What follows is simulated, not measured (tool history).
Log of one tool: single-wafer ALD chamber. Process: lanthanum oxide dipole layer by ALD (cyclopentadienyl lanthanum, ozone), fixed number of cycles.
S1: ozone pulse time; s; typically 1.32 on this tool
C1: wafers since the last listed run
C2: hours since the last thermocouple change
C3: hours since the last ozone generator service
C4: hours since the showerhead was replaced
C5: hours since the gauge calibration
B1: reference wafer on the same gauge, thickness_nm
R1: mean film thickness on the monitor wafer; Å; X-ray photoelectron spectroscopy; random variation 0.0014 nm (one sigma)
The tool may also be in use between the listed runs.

run 1 hour=0.0 | S1=1.00 | C1=0 C2=1398.5 C3=937.8 C4=2996.4 C5=319.4 | B1=0.602 | R1=4.97
run 2 hour=13.9 | S1=1.32 | C1=197 C2=1412.4 C3=951.7 C4=3010.3 C5=333.3 | B1=0.602 | R1=5.46
run 3 hour=26.1 | S1=1.32 | C1=172 C2=1424.6 C3=963.9 C4=3022.5 C5=345.5 | B1=0.602 | R1=5.48
run 4 hour=44.0 | S1=1.32 | C1=253 C2=1442.5 C3=981.8 C4=3040.4 C5=363.4 | B1=0.602 | R1=5.49
run 5 hour=58.6 | S1=1.61 | C1=206 C2=1457.1 C3=996.4 C4=3055.0 C5=378.0 | B1=0.602 | R1=5.72
run 6 hour=68.7 | S1=1.61 | C1=143 C2=1467.2 C3=1006.5 C4=3065.1 C5=388.1 | B1=0.602 | R1=5.72
run 7 hour=91.2 | S1=1.61 | C1=318 C2=1489.7 C3=1029.0 C4=3087.6 C5=410.6 | B1=0.602 | R1=5.72
-- hour=103.7 gauge calibrated
run 8 hour=107.2 | S1=1.32 | C1=226 C2=1505.7 C3=1045.0 C4=3103.6 C5=3.5 | B1=0.602 | R1=5.47
run 9 hour=118.2 | S1=1.32 | C1=155 C2=1516.7 C3=1056.0 C4=3114.6 C5=14.5 | B1=0.602 | R1=5.47
run 10 hour=132.8 | S1=1.32 | C1=206 C2=1531.3 C3=1070.6 C4=3129.2 C5=29.1 | B1=0.602 | R1=5.46
run 11 hour=144.3 | S1=1.32 | C1=163 C2=1542.8 C3=1082.1 C4=3140.7 C5=40.6 | B1=0.602 | R1=5.45
-- hour=161.2 ozone generator serviced
run 12 hour=161.7 | S1=1.32 | C1=133 C2=1560.2 C3=0.5 C4=3158.1 C5=58.0 | B1=0.602 | R1=5.57
run 13 hour=177.6 | S1=1.32 | C1=225 C2=1576.1 C3=16.4 C4=3174.0 C5=73.9 | B1=0.602 | R1=5.58
run 14 hour=188.3 | S1=1.32 | C1=151 C2=1586.8 C3=27.1 C4=3184.7 C5=84.6 | B1=0.602 | R1=5.60
run 15 hour=199.2 | S1=1.57 | C1=154 C2=1597.7 C3=38.0 C4=3195.6 C5=95.5 | B1=0.602 | R1=5.78
run 16 hour=215.8 | S1=1.32 | C1=235 C2=1614.3 C3=54.6 C4=3212.2 C5=112.1 | B1=0.602 | R1=5.57
run 17 hour=224.2 | S1=1.32 | C1=119 C2=1622.7 C3=63.0 C4=3220.6 C5=120.5 | B1=0.602 | R1=5.60
run 18 hour=232.1 | S1=0.84 | C1=111 C2=1630.6 C3=70.9 C4=3228.5 C5=128.4 | B1=0.602 | R1=4.72
run 19 hour=249.3 | S1=1.72 | C1=243 C2=1647.8 C3=88.1 C4=3245.7 C5=145.6 | B1=0.602 | R1=5.86
run 20 hour=259.4 | S1=1.12 | C1=143 C2=1657.9 C3=98.2 C4=3255.8 C5=155.7 | B1=0.602 | R1=5.36
-- hour=271.6 thermocouple changed; heater temperature recalibrated
run 21 hour=272.1 | S1=0.85 | C1=66 C2=0.5 C3=110.9 C4=3268.5 C5=168.4 | B1=0.602 | R1=4.72
run 22 hour=279.8 | S1=1.32 | C1=109 C2=8.2 C3=118.6 C4=3276.2 C5=176.1 | B1=0.602 | R1=5.61
run 23 hour=292.6 | S1=1.11 | C1=181 C2=21.0 C3=131.4 C4=3289.0 C5=188.9 | B1=0.602 | R1=5.34
run 24 hour=302.2 | S1=1.32 | C1=136 C2=30.6 C3=141.0 C4=3298.6 C5=198.5 | B1=0.602 | R1=5.59
run 25 hour=315.5 | S1=1.75 | C1=188 C2=43.9 C3=154.3 C4=3311.9 C5=211.8 | B1=0.602 | R1=5.86
run 26 hour=330.8 | S1=1.55 | C1=216 C2=59.2 C3=169.6 C4=3327.2 C5=227.1 | B1=0.602 | R1=5.76
-- hour=349.1 showerhead replaced
run 27 hour=349.6 | S1=0.93 | C1=153 C2=78.0 C3=188.4 C4=0.5 C5=245.9 | B1=0.602 | R1=4.93
run 28 hour=358.3 | S1=1.32 | C1=123 C2=86.7 C3=197.1 C4=9.2 C5=254.6 | B1=0.602 | R1=5.56
run 29 hour=376.0 | S1=0.97 | C1=250 C2=104.4 C3=214.8 C4=26.9 C5=272.3 | B1=0.602 | R1=5.04
run 30 hour=383.0 | S1=1.80 | C1=99 C2=111.4 C3=221.8 C4=33.9 C5=279.3 | B1=0.602 | R1=5.89
run 31 hour=399.4 | S1=0.92 | C1=232 C2=127.8 C3=238.2 C4=50.3 C5=295.7 | B1=0.602 | R1=4.91
run 32 hour=410.7 | S1=0.81 | C1=160 C2=139.1 C3=249.5 C4=61.6 C5=307.0 | B1=0.602 | R1=4.62
run 33 hour=453.6 | S1=0.89 | C1=608 C2=182.0 C3=292.4 C4=104.5 C5=349.9 | B1=0.602 | R1=4.85
-- hour=461.1 gauge calibrated
run 34 hour=471.4 | S1=1.32 | C1=252 C2=199.8 C3=310.2 C4=122.3 C5=10.3 | B1=0.602 | R1=5.59

Hidden condition of the tool, last listed run before each entry between runs versus first listed run after:
From run 7 to run 8: gauge calibrated (hour 103.7)
  ozone dose above that of a generator just serviced (%): -7.83 -> -8.06
  measured result minus the result with no hidden state, R1: -0.07 -> -0.12 Å
From run 11 to run 12: ozone generator serviced (hour 161.2)
  ozone dose above that of a generator just serviced (%): -8.61 -> -0.0566
  measured result minus the result with no hidden state, R1: -0.13 -> +0.00 Å
From run 20 to run 21: thermocouple changed; heater temperature recalibrated (hour 271.6)
  ozone dose above that of a generator just serviced (%): -0.124 -> -0.143
  measured result minus the result with no hidden state, R1: +0.00 -> -0.01 Å
From run 26 to run 27: showerhead replaced (hour 349.1)
  ozone dose above that of a generator just serviced (%): -0.259 -> -0.306
  measured result minus the result with no hidden state, R1: +0.00 -> +0.00 Å
From run 33 to run 34: gauge calibrated (hour 461.1)
  ozone dose above that of a generator just serviced (%): -0.658 -> -0.733
  measured result minus the result with no hidden state, R1: -0.01 -> -0.01 Å
